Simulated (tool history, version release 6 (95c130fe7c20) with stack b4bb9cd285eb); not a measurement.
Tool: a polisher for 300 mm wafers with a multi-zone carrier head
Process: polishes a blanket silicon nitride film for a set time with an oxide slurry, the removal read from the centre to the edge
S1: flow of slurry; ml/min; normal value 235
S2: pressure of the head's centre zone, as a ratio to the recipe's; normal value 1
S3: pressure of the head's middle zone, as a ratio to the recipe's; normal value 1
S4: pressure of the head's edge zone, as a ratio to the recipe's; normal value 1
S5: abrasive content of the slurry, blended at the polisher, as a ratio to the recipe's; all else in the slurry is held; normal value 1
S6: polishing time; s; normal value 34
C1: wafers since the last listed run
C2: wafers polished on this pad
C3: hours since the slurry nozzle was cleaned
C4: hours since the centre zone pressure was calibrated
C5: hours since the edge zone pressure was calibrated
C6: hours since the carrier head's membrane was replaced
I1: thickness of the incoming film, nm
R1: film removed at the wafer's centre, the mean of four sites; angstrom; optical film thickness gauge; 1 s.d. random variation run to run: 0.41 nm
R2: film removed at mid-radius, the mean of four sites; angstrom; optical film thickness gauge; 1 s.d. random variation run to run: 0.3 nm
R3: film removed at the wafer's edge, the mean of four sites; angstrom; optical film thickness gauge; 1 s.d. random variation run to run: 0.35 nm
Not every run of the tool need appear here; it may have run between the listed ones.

run    hour   S1    S2    S3    S4    S5  S6    C1    C2     C3     C4      C5     C6     I1   R1   R2   R3
  1       0  235     1     1     1     1  34     0  3268   79.3  349.4   704.7   94.5  323.9  409  421  421
       66.2  -- centre zone pressure recalibrated
  2      88  235     1     1     1     1  34   923  4192  167.3   21.8   792.7  182.5  321.6  403  423  423
      104.2  -- worn pad replaced by a new one
  3   188.2  235     1     1     1     1  34  1033   901  267.5    122   892.9  282.7  318.4  415  423  420
  4   255.7  235     1     1     1     1  34   724  1626    335  189.5   960.4  350.2  323.9  412  427  421
      321.2  -- slurry nozzle cleaned
  5   326.8  235     1     1     1     1  34   752  2379    5.6  260.6  1031.5  421.3  320.1  404  426  429
  6   401.1  235     1     1     1     1  34   797  3177   79.9  334.9  1105.8  495.6  322.9  410  427  415
        453  -- centre zone pressure recalibrated
  7     488  235     1     1  1.12   1.1  28   911  4089  166.8     35  1192.7  582.5  325.3  347  367  386
      545.6  -- worn pad replaced by a new one
        550  -- edge zone pressure recalibrated
  8   573.4  210     1     1  0.93  1.25  45   852   276  252.2  120.4    23.4  667.9  323.1  606  621  598
  9   671.4  235     1     1     1     1  34  1052  1329  350.2  218.4   121.4  765.9    324  409  428  424
      691.2  -- slurry nozzle cleaned
 10   708.3  235     1     1  0.92     1  34   385  1714   17.1  255.3   158.3  802.8  324.4  408  428  404
 11   753.6  235     1  0.95     1     1  34   486  2201   62.4  300.6   203.6  848.1  319.8  413  408  421
      832.3  -- centre zone pressure recalibrated
      835.9  -- carrier head's membrane replaced by a new one
 12   836.4  235  0.88     1  0.97     1  42   829  3030  145.2    4.1   286.4    0.5  316.6  457  526  513
 13   906.9  200  0.96  1.04     1   0.8  34   757  3787  215.7   74.6   356.9     71  320.4  333  376  357
 14   968.2  235     1     1     1     1  34   658  4445    277  135.9   418.2  132.3  322.6  406  419  423
      986.6  -- worn pad replaced by a new one
 15  1040.7  235     1     1     1     1  34   735   581  349.5  208.4   490.7  204.8  318.8  405  425  425
     1082.8  -- slurry nozzle cleaned
 16  1100.4  235     1     1     1     1  34   630  1211   17.6  268.1   550.4  264.5  322.6  403  430  425
 17  1148.6  235     1     1     1     1  34   517  1729   65.8  316.3   598.6  312.7  317.9  405  427  419
     1212.6  -- centre zone pressure recalibrated
 18  1252.6  295     1     1  1.03     1  34  1095  2824  169.8     40   702.6  416.7  314.5  416  434  445
 19  1290.4  305  0.96     1     1     1  27   405  3230  207.6   77.8   740.4  454.5  322.9  325  348  337
 20    1378  235  0.89     1     1     1  34   940  4171  295.2  165.4     828  542.1  321.6  379  425  423

Forecast each of these 5 alternatives for the next run:
  A  1378.4  235     1     1   1     1  34   4  4175  295.6  165.8  828.4  542.5  326.4   ?   ?   ?
  B  1378.4  235  0.92     1   1     1  41   4  4175  295.6  165.8  828.4  542.5  326.4   ?   ?   ?
  C  1378.4  160     1     1   1     1  34   4  4175  295.6  165.8  828.4  542.5  326.4   ?   ?   ?
  D  1378.4  295     1  0.89   1     1  41   4  4175  295.6  165.8  828.4  542.5  326.4   ?   ?   ?
  E  1378.4  200     1  1.07   1  0.75  40   4  4175  295.6  165.8  828.4  542.5  326.4   ?   ?   ?

run   R1   R2   R3
  A  404  429  427
  B  459  517  514
  C  382  407  411
  D  500  480  524
  E  383  431  406
Without the tool's unlogged condition, the same runs would have read:
run   R1   R2   R3
  A  404  429  427
  B  459  517  514
  C  382  407  411
  D  500  480  524
  E  383  431  406

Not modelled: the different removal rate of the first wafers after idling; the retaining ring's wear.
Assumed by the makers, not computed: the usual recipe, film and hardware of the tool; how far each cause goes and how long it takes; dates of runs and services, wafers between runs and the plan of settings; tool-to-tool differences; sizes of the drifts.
